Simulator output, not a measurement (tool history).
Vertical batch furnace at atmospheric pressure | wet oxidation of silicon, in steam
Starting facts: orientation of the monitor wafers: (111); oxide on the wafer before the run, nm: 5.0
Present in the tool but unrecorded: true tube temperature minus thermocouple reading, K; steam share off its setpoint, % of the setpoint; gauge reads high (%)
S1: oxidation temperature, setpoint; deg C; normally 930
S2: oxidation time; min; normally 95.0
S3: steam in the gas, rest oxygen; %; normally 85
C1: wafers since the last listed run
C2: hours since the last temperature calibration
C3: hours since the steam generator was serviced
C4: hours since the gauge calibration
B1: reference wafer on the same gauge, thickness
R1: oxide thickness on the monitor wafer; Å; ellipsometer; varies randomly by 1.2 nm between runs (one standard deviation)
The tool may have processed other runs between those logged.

run	day	S1	S2	S3	C1	C2	C3	C4	B1	R1
1	0.000	930	95.0	85	0	3912.7	3842.8	57.1	453.99	4196.5
2	0.558	930	95.0	85	161	3926.1	3856.2	70.5	453.66	4189.4
3	1.767	930	95.0	85	349	3955.1	3885.2	99.5	454.09	4185.1
4	2.404	930	95.0	85	184	3970.4	3900.5	114.8	453.55	4185.3
5	3.838	914	95.0	85	414	4004.8	3934.9	149.2	453.46	3693.9
6	4.696	946	69.5	85	247	4025.4	3955.5	169.8	454.19	3783.5
# day 5.738: thermocouples replaced and temperature profile calibrated
7	5.758	942	114.0	85	18	0.5	3981.0	195.3	453.74	5154.5
# day 6.267: gauge calibrated
8	6.767	942	114.0	85	291	24.7	4005.2	12.0	454.02	5178.0
9	7.279	930	132.5	96	148	37.0	4017.5	24.3	454.10	5692.1
# day 8.938: steam generator serviced
10	8.958	953	64.0	76	196	77.3	0.5	64.6	453.89	3511.4
11	9.829	930	54.0	76	251	98.2	21.4	85.5	454.51	2561.5
12	11.029	911	125.0	85	346	127.0	50.2	114.3	453.49	4372.4
13	11.708	930	95.0	74	196	143.3	66.5	130.6	453.48	3783.3
14	12.492	930	95.0	85	226	162.1	85.3	149.4	453.78	4210.1
15	13.246	917	95.0	85	217	180.2	103.4	167.5	454.06	3768.5
16	14.362	944	95.0	79	322	207.0	130.2	194.3	454.54	4405.8

What the log doesn't show, run by run:
true tube temperature minus thermocouple reading, K: 0 at every run
steam share off its setpoint, % of the setpoint: 0 at every run
gauge reads high (%): 0 at every run
